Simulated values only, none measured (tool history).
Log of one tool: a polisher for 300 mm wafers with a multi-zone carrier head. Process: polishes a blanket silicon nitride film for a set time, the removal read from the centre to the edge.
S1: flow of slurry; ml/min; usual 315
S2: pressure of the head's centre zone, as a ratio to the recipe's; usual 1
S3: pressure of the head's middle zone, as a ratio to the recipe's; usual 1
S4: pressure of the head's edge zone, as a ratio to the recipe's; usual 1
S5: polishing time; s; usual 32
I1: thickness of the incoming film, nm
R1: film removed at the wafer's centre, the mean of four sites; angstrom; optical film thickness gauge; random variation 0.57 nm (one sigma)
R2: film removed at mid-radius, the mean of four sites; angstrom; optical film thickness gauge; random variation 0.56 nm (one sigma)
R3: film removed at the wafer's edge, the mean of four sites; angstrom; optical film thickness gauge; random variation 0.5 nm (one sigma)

run,hour,S1,S2,S3,S4,S5,I1,R1,R2,R3
1,0,315,1,1,1.1,32,566.7,585,580,615
# hour 17.7: worn pad replaced by a new one
2,58.8,315,1,1.07,0.96,32,563.4,602,636,605
3,121.9,315,0.94,0.94,1,32,565.4,559,570,601
# hour 147.2: centre zone pressure recalibrated
4,188.4,315,1,1,1,32,576.4,588,587,605
5,231.7,315,1,1.06,0.9,32,571.1,592,607,566
6,302.7,315,1,1,1,32,556.9,585,592,596
7,328.8,315,1,1,1,32,577.8,582,586,593
8,383.4,315,0.9,1,0.89,32,564.7,532,591,558
# hour 411.3: worn pad replaced by a new one
9,449.2,365,1,1,1,27,573.2,520,521,535
# hour 490.7: slurry nozzle cleaned
10,502.4,315,1,1,1,32,576.4,598,605,604
11,554,315,1,1,1.08,27,575.5,502,498,522
# hour 582.9: centre zone pressure recalibrated
12,589.8,315,1.04,1,1.07,32,571.6,617,598,623
13,660.4,315,1,1.12,1,32,569.3,589,629,603
14,736.4,345,1,1,1,27,571,491,490,500
15,802.3,315,1,1,1,42,582.4,767,760,779
# hour 818.3: edge zone pressure recalibrated
16,830.2,345,1,0.88,1.1,22,566.1,411,375,434
17,877.1,315,1.05,1.1,1,22,572.1,425,418,408
# hour 902.7: worn pad replaced by a new one
18,938.7,315,1,1,1,32,561.1,615,609,613
19,978.2,315,1.06,1,1,36,568.4,722,676,680
20,1008,315,1.05,1.1,0.94,35,565.1,686,701,637
21,1055.7,315,1,1.09,1.05,25,575,464,494,476

Some steps in R1 between neighbouring runs. How much of each would the tool show without its hidden state too (settings, what came in, random variation), and how much is left for the hidden state, with any gauge scatter that isn't in both results?
The hidden state here: removal rate lost through wear of the pad, %; slurry flow missing at the pad, %; deviation of the centre zone's pressure from its setpoint, %; deviation of the edge zone's pressure from its setpoint, %.
Run 1 -> 2: S3 1 -> 1.07, S4 1.1 -> 0.96, worn pad replaced by a new one. R1 +17 angstrom: hidden state +25, all else -8.
Run 8 -> 9: S1 315 -> 365, S2 0.9 -> 1, S4 0.89 -> 1, S5 32 -> 27, worn pad replaced by a new one. R1 -12 angstrom: hidden state +24, all else -36.
Run 14 -> 15: S1 345 -> 315, S5 27 -> 42. R1 +276 angstrom: hidden state -16, all else +292.
Run 15 -> 16: S1 315 -> 345, S3 1 -> 0.88, S4 1 -> 1.1, S5 42 -> 22, edge zone pressure recalibrated. R1 -356 angstrom: hidden state +20, all else -376.
